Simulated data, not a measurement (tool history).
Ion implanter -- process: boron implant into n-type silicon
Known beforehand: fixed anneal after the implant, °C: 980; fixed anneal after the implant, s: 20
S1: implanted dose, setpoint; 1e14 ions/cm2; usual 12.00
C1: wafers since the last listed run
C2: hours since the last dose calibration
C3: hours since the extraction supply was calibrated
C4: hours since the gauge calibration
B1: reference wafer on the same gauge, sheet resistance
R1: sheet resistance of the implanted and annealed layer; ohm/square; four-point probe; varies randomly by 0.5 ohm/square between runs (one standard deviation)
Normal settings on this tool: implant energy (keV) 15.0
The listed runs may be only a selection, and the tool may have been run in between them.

{"run": 1, "hour": 0.0, "S1": 12.0, "implant energy (keV)": 15.0, "C1": 0, "C2": 426.0, "C3": 5370.7, "C4": 99.0, "B1": 117.98, "R1": 116.49}
{"run": 2, "hour": 65.0, "S1": 12.0, "implant energy (keV)": 15.0, "C1": 1212, "C2": 491.0, "C3": 5435.7, "C4": 164.0, "B1": 117.71, "R1": 116.51}
{"run": 3, "hour": 133.6, "S1": 12.0, "implant energy (keV)": 15.0, "C1": 1280, "C2": 559.6, "C3": 5504.3, "C4": 232.6, "B1": 118.05, "R1": 116.42}
{"run": 4, "hour": 183.5, "S1": 12.0, "implant energy (keV)": 15.0, "C1": 931, "C2": 609.5, "C3": 5554.2, "C4": 282.5, "B1": 118.05, "R1": 116.38}
{"run": 5, "hour": 219.7, "S1": 12.0, "implant energy (keV)": 15.0, "C1": 675, "C2": 645.7, "C3": 5590.4, "C4": 318.7, "B1": 118.22, "R1": 115.45}
{"run": 6, "hour": 306.2, "S1": 12.0, "implant energy (keV)": 15.0, "C1": 1614, "C2": 732.2, "C3": 5676.9, "C4": 405.2, "B1": 118.02, "R1": 114.9}
{"run": 7, "hour": 356.9, "S1": 12.0, "implant energy (keV)": 18.0, "C1": 946, "C2": 782.9, "C3": 5727.6, "C4": 455.9, "B1": 118.06, "R1": 110.95}
{"run": 8, "hour": 411.4, "S1": 12.0, "implant energy (keV)": 18.0, "C1": 1017, "C2": 837.4, "C3": 5782.1, "C4": 510.4, "B1": 118.2, "R1": 110.84}
{"run": 9, "hour": 468.3, "S1": 13.57, "implant energy (keV)": 13.5, "C1": 1061, "C2": 894.3, "C3": 5839.0, "C4": 567.3, "B1": 118.12, "R1": 110.69}
{"run": 10, "hour": 546.6, "S1": 13.57, "implant energy (keV)": 13.5, "C1": 1461, "C2": 972.6, "C3": 5917.3, "C4": 645.6, "B1": 118.01, "R1": 111.04}
{"run": 11, "hour": 648.5, "S1": 12.0, "implant energy (keV)": 15.0, "C1": 1901, "C2": 1074.5, "C3": 6019.2, "C4": 747.5, "B1": 117.94, "R1": 113.76}
{"run": 12, "hour": 718.3, "S1": 10.87, "implant energy (keV)": 15.0, "C1": 1302, "C2": 1144.3, "C3": 6089.0, "C4": 817.3, "B1": 117.88, "R1": 121.36}
{"run": 13, "hour": 795.9, "S1": 12.0, "implant energy (keV)": 20.0, "C1": 1448, "C2": 1221.9, "C3": 6166.6, "C4": 894.9, "B1": 118.07, "R1": 107.31}
{"run": 14, "hour": 858.4, "S1": 12.0, "implant energy (keV)": 15.0, "C1": 1166, "C2": 1284.4, "C3": 6229.1, "C4": 957.4, "B1": 117.95, "R1": 113.38}
{"hour": 985.0, "done": "Faraday cup replaced and dose calibrated"}
{"run": 15, "hour": 1072.1, "S1": 13.94, "implant energy (keV)": 13.0, "C1": 3838, "C2": 87.1, "C3": 6442.8, "C4": 1171.1, "B1": 117.98, "R1": 111.88}
{"run": 16, "hour": 1112.2, "S1": 13.11, "implant energy (keV)": 11.0, "C1": 748, "C2": 127.2, "C3": 6482.9, "C4": 1211.2, "B1": 117.97, "R1": 119.56}
{"run": 17, "hour": 1191.1, "S1": 10.38, "implant energy (keV)": 11.0, "C1": 1472, "C2": 206.1, "C3": 6561.8, "C4": 1290.1, "B1": 118.0, "R1": 135.17}
{"run": 18, "hour": 1296.3, "S1": 10.7, "implant energy (keV)": 19.0, "C1": 1963, "C2": 311.3, "C3": 6667.0, "C4": 1395.3, "B1": 117.83, "R1": 121.25}
{"hour": 1298.8, "done": "gauge calibrated"}
{"run": 19, "hour": 1362.9, "S1": 15.42, "implant energy (keV)": 20.0, "C1": 1242, "C2": 377.9, "C3": 6733.6, "C4": 64.1, "B1": 118.02, "R1": 94.26}
{"hour": 1448.4, "done": "extraction supply calibrated"}
{"run": 20, "hour": 1448.9, "S1": 12.0, "implant energy (keV)": 15.0, "C1": 1455, "C2": 463.9, "C3": 0.5, "C4": 150.1, "B1": 117.94, "R1": 116.22}
{"run": 21, "hour": 1531.7, "S1": 8.43, "implant energy (keV)": 15.0, "C1": 1545, "C2": 546.7, "C3": 83.3, "C4": 232.9, "B1": 118.0, "R1": 147.3}
{"run": 22, "hour": 1635.0, "S1": 8.5, "implant energy (keV)": 17.5, "C1": 1927, "C2": 650.0, "C3": 186.6, "C4": 336.2, "B1": 117.98, "R1": 144.28}
{"run": 23, "hour": 1691.1, "S1": 12.0, "implant energy (keV)": 15.0, "C1": 1046, "C2": 706.1, "C3": 242.7, "C4": 392.3, "B1": 117.99, "R1": 116.4}
{"run": 24, "hour": 1785.2, "S1": 15.36, "implant energy (keV)": 18.0, "C1": 1756, "C2": 800.2, "C3": 336.8, "C4": 486.4, "B1": 118.1, "R1": 96.78}
{"run": 25, "hour": 1825.4, "S1": 14.17, "implant energy (keV)": 17.5, "C1": 750, "C2": 840.4, "C3": 377.0, "C4": 526.6, "B1": 117.75, "R1": 102.2}

For each entry between runs, how does the tool's hidden state at the last listed run before it compare with that at the first listed run after it?
Runs 14 to 15: Faraday cup replaced and dose calibrated (hour 985.0)
  deviation of the true dose from the Faraday cup's reading, %: 3.88 -> 0.0831
  measured result minus the result with no hidden state, R1: -2.58 -> -0.04 ohm/square
Runs 18 to 19: gauge calibrated (hour 1298.8)
  deviation of the true dose from the Faraday cup's reading, %: 0.288 -> 0.393
  measured result minus the result with no hidden state, R1: -0.25 -> -0.21 ohm/square
Runs 19 to 20: extraction supply calibrated (hour 1448.4)
  deviation of the true dose from the Faraday cup's reading, %: 0.393 -> 0.559
  measured result minus the result with no hidden state, R1: -0.21 -> -0.39 ohm/square
